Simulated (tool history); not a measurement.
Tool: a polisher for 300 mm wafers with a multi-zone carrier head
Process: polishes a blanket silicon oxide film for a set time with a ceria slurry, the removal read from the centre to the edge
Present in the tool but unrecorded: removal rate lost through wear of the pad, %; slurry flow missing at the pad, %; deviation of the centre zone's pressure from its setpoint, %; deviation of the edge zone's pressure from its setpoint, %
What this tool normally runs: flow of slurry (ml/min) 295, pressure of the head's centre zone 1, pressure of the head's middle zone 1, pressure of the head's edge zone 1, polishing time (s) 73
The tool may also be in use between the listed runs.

run,day,flow of slurry (ml/min),pressure of the head's centre zone,pressure of the head's middle zone,pressure of the head's edge zone,polishing time (s),wafers since the last listed run,wafers polished on this pad,hours since the slurry nozzle was cleaned,hours since the centre zone pressure was calibrated,hours since the edge zone pressure was calibrated,hours since the carrier head's membrane was replaced,"incoming thickness of the incoming film, nm",film removed at the wafer's centre (angstrom),film removed at mid-radius (angstrom),film removed at the wafer's edge (angstrom)
1,0,295,1,1.09,1,73,0,997,135.1,684.6,607.1,1032.4,1001.1,1967,2089,1951
2,2.362,295,1,1.09,1,73,619,1617,191.8,741.3,663.8,1089.1,998.3,1919,2090,1969
3,4.417,295,1,1,0.93,73,538,2155,241.1,790.6,713.1,1138.4,1009.2,1831,1873,1823
# day 5.575: worn pad replaced by a new one
4,6.079,295,1,1,1,64,391,131,281,830.5,753,1178.3,1010.3,1605,1654,1674
5,8.504,295,1,1,1,64,635,767,339.2,888.7,811.2,1236.5,1009.4,1639,1600,1709
6,9.55,295,1,1.06,1,73,274,1041,364.3,913.8,836.3,1261.6,989,1846,1983,1899
7,10.825,295,1,1.06,1,73,334,1375,394.9,944.4,866.9,1292.2,1015.3,1862,1968,1904
# day 11.35: edge zone pressure recalibrated
8,12.017,295,1,1,0.95,73,290,1665,423.5,973,16,1320.8,1006.2,1844,1822,1914
9,14.938,295,1,1,0.95,73,765,2431,493.6,1043.1,86.1,1390.9,1021.6,1856,1867,1800
# day 16.729: worn pad replaced by a new one
# day 17.508: slurry nozzle cleaned
10,17.771,295,1,1,0.95,73,687,262,6.3,1111.1,154.1,1458.9,1018.3,1997,1960,1972
11,19.808,355,1,1,1,61,533,796,55.2,1160,203,1507.8,1016.1,1704,1667,1689
12,21.912,255,1,0.97,1.05,73,551,1347,105.7,1210.5,253.5,1558.3,1004.2,1900,1783,1956
13,24.642,295,1,1,1,73,715,2062,171.2,1276,319,1623.8,1018.1,1933,1863,1964
14,27.617,295,1,1,1,73,779,2842,242.6,1347.4,390.4,1695.2,1023.3,1840,1891,1919
# day 28.417: worn pad replaced by a new one
15,30.258,295,1,1,1,52,648,482,306,1410.8,453.8,1758.6,1000.4,1316,1320,1341
# day 31.438: centre zone pressure recalibrated
16,31.858,295,1,1,1,73,397,880,344.4,10.1,492.2,1797,1024.3,1817,1810,1902
# day 33.375: carrier head's membrane replaced by a new one
17,33.442,360,0.91,1.06,0.92,73,360,1240,382.4,48.1,530.2,1.6,1007.6,1737,1965,1874
18,35.183,295,0.93,1.1,1,81,456,1696,424.2,89.9,572,43.4,1026.5,1895,2216,2151
19,38.183,295,1,1.04,0.9,90,786,2482,496.2,161.9,644,115.4,1003.2,2279,2242,2241
# day 39.021: worn pad replaced by a new one
20,40.704,360,0.91,1.06,0.92,73,616,441,556.7,222.4,704.5,175.9,1009.1,1686,1936,1856
# day 41.388: slurry nozzle cleaned
21,45.517,295,1,0.96,0.92,73,1250,1691,99.1,337.9,820,291.4,1003.9,1934,1897,1958
22,46.954,295,1,1,1.1,73,376,2068,133.6,372.4,854.5,325.9,1013.1,1954,1902,2008
# day 47.721: edge zone pressure recalibrated
23,48.279,295,1,1,0.96,73,325,2393,165.4,404.2,13.4,357.7,1014.1,1949,1892,1923

Alternative continuations, all from the tool just after run 23; predict every row:
A,48.296,295,1,1,1,73,4,2397,165.8,404.6,13.8,358.1,1007.8,?,?,?
B,48.296,295,0.96,0.89,1,91,4,2397,165.8,404.6,13.8,358.1,1007.8,?,?,?
C,48.296,295,1.07,1.1,1,91,4,2397,165.8,404.6,13.8,358.1,1007.8,?,?,?

run,film removed at the wafer's centre (angstrom),film removed at mid-radius (angstrom),film removed at the wafer's edge (angstrom)
A,1927,1907,1978
B,2311,2157,2469
C,2560,2577,2462
Stripped of hidden state, with their random variation kept, the same runs would have yielded:
run,film removed at the wafer's centre (angstrom),film removed at mid-radius (angstrom),film removed at the wafer's edge (angstrom)
A,2011,1981,2036
B,2412,2241,2541
C,2672,2677,2534

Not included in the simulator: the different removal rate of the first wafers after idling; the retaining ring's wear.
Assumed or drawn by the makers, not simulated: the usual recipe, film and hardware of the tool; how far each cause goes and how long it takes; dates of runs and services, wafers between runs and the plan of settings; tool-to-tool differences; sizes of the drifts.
